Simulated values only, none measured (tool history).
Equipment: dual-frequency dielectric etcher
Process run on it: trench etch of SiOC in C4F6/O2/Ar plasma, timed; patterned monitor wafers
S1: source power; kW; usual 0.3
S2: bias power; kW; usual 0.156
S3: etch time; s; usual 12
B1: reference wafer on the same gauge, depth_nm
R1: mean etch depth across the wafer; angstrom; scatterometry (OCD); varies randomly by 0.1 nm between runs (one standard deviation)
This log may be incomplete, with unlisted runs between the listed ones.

{"run": 1, "day": 0.0, "S1": 0.3, "S2": 0.156, "S3": 12, "B1": 18.87, "R1": 208.6}
{"run": 2, "day": 0.933, "S1": 0.3, "S2": 0.156, "S3": 12, "B1": 18.89, "R1": 209.6}
{"run": 3, "day": 1.767, "S1": 0.3, "S2": 0.156, "S3": 10.5, "B1": 18.9, "R1": 183.7}
{"run": 4, "day": 2.35, "S1": 0.3, "S2": 0.13, "S3": 12, "B1": 18.91, "R1": 193.6}
{"run": 5, "day": 3.75, "S1": 0.3, "S2": 0.13, "S3": 12, "B1": 18.91, "R1": 194.2}
{"run": 6, "day": 4.504, "S1": 0.3, "S2": 0.156, "S3": 12, "B1": 18.91, "R1": 209.3}
{"run": 7, "day": 6.0, "S1": 0.3, "S2": 0.156, "S3": 12, "B1": 18.89, "R1": 210.3}
{"run": 8, "day": 7.296, "S1": 0.3, "S2": 0.156, "S3": 12, "B1": 18.9, "R1": 207.3}
{"run": 9, "day": 8.379, "S1": 0.3, "S2": 0.156, "S3": 12, "B1": 18.89, "R1": 208.4}
{"run": 10, "day": 9.133, "S1": 0.3, "S2": 0.156, "S3": 12, "B1": 18.9, "R1": 210}
{"day": 10.725, "done": "wet clean of the chamber"}
{"run": 11, "day": 10.746, "S1": 0.3, "S2": 0.146, "S3": 12, "B1": 18.92, "R1": 201.9}
{"run": 12, "day": 11.779, "S1": 0.3, "S2": 0.146, "S3": 12, "B1": 18.91, "R1": 202.8}
{"run": 13, "day": 13.175, "S1": 0.24, "S2": 0.156, "S3": 12, "B1": 18.92, "R1": 190}
{"day": 13.692, "done": "source power generator calibrated"}
{"run": 14, "day": 14.579, "S1": 0.3, "S2": 0.156, "S3": 12, "B1": 18.9, "R1": 207.3}
{"day": 15.167, "done": "gauge calibrated"}
{"day": 16.458, "done": "bias power generator calibrated"}
{"run": 15, "day": 18.342, "S1": 0.28, "S2": 0.186, "S3": 10, "B1": 18.91, "R1": 181.1}
{"run": 16, "day": 19.496, "S1": 0.32, "S2": 0.119, "S3": 8.5, "B1": 18.89, "R1": 137.2}
{"run": 17, "day": 20.454, "S1": 0.3, "S2": 0.182, "S3": 10, "B1": 18.87, "R1": 184.3}
{"run": 18, "day": 21.092, "S1": 0.25, "S2": 0.13, "S3": 14.5, "B1": 18.89, "R1": 217}
{"day": 22.279, "done": "upper electrode replaced"}
{"run": 19, "day": 22.3, "S1": 0.23, "S2": 0.167, "S3": 12, "B1": 18.89, "R1": 191.9}
{"run": 20, "day": 22.642, "S1": 0.24, "S2": 0.156, "S3": 9, "B1": 18.89, "R1": 141.5}
{"run": 21, "day": 23.408, "S1": 0.3, "S2": 0.179, "S3": 8.5, "B1": 18.88, "R1": 155.3}
{"run": 22, "day": 24.517, "S1": 0.25, "S2": 0.156, "S3": 10.5, "B1": 18.92, "R1": 168.8}
{"run": 23, "day": 25.621, "S1": 0.35, "S2": 0.156, "S3": 9.5, "B1": 18.89, "R1": 175.5}
{"run": 24, "day": 26.838, "S1": 0.35, "S2": 0.122, "S3": 15, "B1": 18.91, "R1": 252.6}
{"run": 25, "day": 28.075, "S1": 0.3, "S2": 0.13, "S3": 12, "B1": 18.91, "R1": 194.7}
{"run": 26, "day": 29.133, "S1": 0.3, "S2": 0.156, "S3": 12, "B1": 18.89, "R1": 208.5}
{"run": 27, "day": 30.275, "S1": 0.3, "S2": 0.156, "S3": 12, "B1": 18.89, "R1": 207}
{"run": 28, "day": 31.675, "S1": 0.3, "S2": 0.156, "S3": 12, "B1": 18.91, "R1": 207.9}

3 ways to go on from here, each from the tool as it stands after run 28. What would each give?
{"run": "A", "day": 31.692, "S1": 0.3, "S2": 0.156, "S3": 12, "B1": "?", "R1": "?"}
{"run": "B", "day": 31.692, "S1": 0.36, "S2": 0.146, "S3": 10, "B1": "?", "R1": "?"}
{"run": "C", "day": 31.692, "S1": 0.3, "S2": 0.172, "S3": 10, "B1": "?", "R1": "?"}

run=A B1=18.93 R1=207.5
run=B B1=18.93 R1=181.8
run=C B1=18.93 R1=179.5
With the hidden condition removed and each run's random variation left untouched, the same runs would have given:
run=A R1=207.5
run=B R1=181.8
run=C R1=179.5

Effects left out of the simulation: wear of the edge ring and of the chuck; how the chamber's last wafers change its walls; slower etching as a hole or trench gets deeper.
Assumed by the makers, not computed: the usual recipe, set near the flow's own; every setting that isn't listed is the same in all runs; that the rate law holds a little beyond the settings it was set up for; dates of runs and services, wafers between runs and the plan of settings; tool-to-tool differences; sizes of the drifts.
